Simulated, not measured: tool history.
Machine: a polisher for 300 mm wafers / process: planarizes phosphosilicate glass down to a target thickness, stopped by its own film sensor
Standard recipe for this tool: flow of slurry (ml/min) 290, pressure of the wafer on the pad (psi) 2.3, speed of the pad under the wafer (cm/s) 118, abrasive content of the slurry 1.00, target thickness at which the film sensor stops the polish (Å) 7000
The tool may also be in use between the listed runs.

run	day	flow of slurry (ml/min)	pressure of the wafer on the pad (psi)	speed of the pad under the wafer (cm/s)	abrasive content of the slurry	target thickness at which the film sensor stops the polish (Å)	wafers since the last listed run	wafers polished on this pad	hours since the slurry nozzle was cleaned	hours since the head pressure was calibrated	hours since the slurry blender was calibrated	hours since the conditioning disc was replaced	incoming thickness of the incoming film, nm	time until the film sensor stopped the polish (s)
1	0.000	290	2.7	118	1.00	7000	0	610	63.0	1088.8	65.2	183.9	1388.8	106.9
2	1.333	290	2.7	118	1.00	7000	337	947	95.0	1120.8	97.2	215.9	1373.4	103.5
# day 2.146: conditioning disc replaced and pad reconditioned
3	2.567	290	2.7	118	1.00	7000	290	1238	124.6	1150.4	126.8	10.1	1414.9	112.1
4	3.225	290	2.3	118	0.95	7000	166	1404	140.4	1166.2	142.6	25.9	1377.6	121.9
# day 3.400: head pressure recalibrated
5	3.908	380	2.3	144	1.15	9400	151	1556	156.8	12.2	159.0	42.3	1408.0	60.7
6	5.983	225	2.3	130	1.00	7000	524	2080	206.6	62.0	208.8	92.1	1394.1	106.2
# day 6.254: slurry blender recalibrated
7	7.117	290	2.7	118	1.00	7000	265	2346	233.8	89.2	20.7	119.3	1372.6	97.9
8	8.204	200	2.3	106	1.00	7000	274	2621	259.9	115.3	46.8	145.4	1382.9	130.4
# day 8.967: worn pad replaced by a new one
9	9.146	290	2.3	82	1.30	7000	195	45	282.5	137.9	69.4	168.0	1384.0	142.2
10	9.967	290	2.6	118	1.00	7000	207	253	302.2	157.6	89.1	187.7	1409.1	107.0
11	11.117	290	2.0	118	0.85	8760	290	543	329.8	185.2	116.7	215.3	1392.4	105.0
# day 11.738: conditioning disc replaced and pad reconditioned
12	14.642	290	1.6	118	1.00	7000	870	1413	414.4	269.8	201.3	69.7	1371.3	147.3
13	15.983	290	2.3	156	1.10	9390	339	1752	446.6	302.0	233.5	101.9	1400.5	59.9
# day 16.929: slurry blender recalibrated
14	17.175	290	2.3	98	1.00	5040	280	2033	475.2	330.6	5.9	130.5	1377.5	174.6
# day 17.779: worn pad replaced by a new one
15	19.854	330	3.1	144	1.00	7000	635	525	539.5	394.9	70.2	194.8	1361.9	77.2
16	21.088	290	2.3	102	1.00	4780	311	836	569.1	424.5	99.8	224.4	1403.3	180.7

Estimate the outcome of run 17 from the log above:
# day 22.283: conditioning disc replaced and pad reconditioned
17	22.350	335	2.3	96	1.00	7000	298	1134	599.4	454.8	130.1	1.6	1376.2	?

Run 17 came out at time until the film sensor stopped the polish (s) 136.3.
The same run, on a tool lacking any hidden state, would have yielded time until the film sensor stopped the polish (s) 125.6.

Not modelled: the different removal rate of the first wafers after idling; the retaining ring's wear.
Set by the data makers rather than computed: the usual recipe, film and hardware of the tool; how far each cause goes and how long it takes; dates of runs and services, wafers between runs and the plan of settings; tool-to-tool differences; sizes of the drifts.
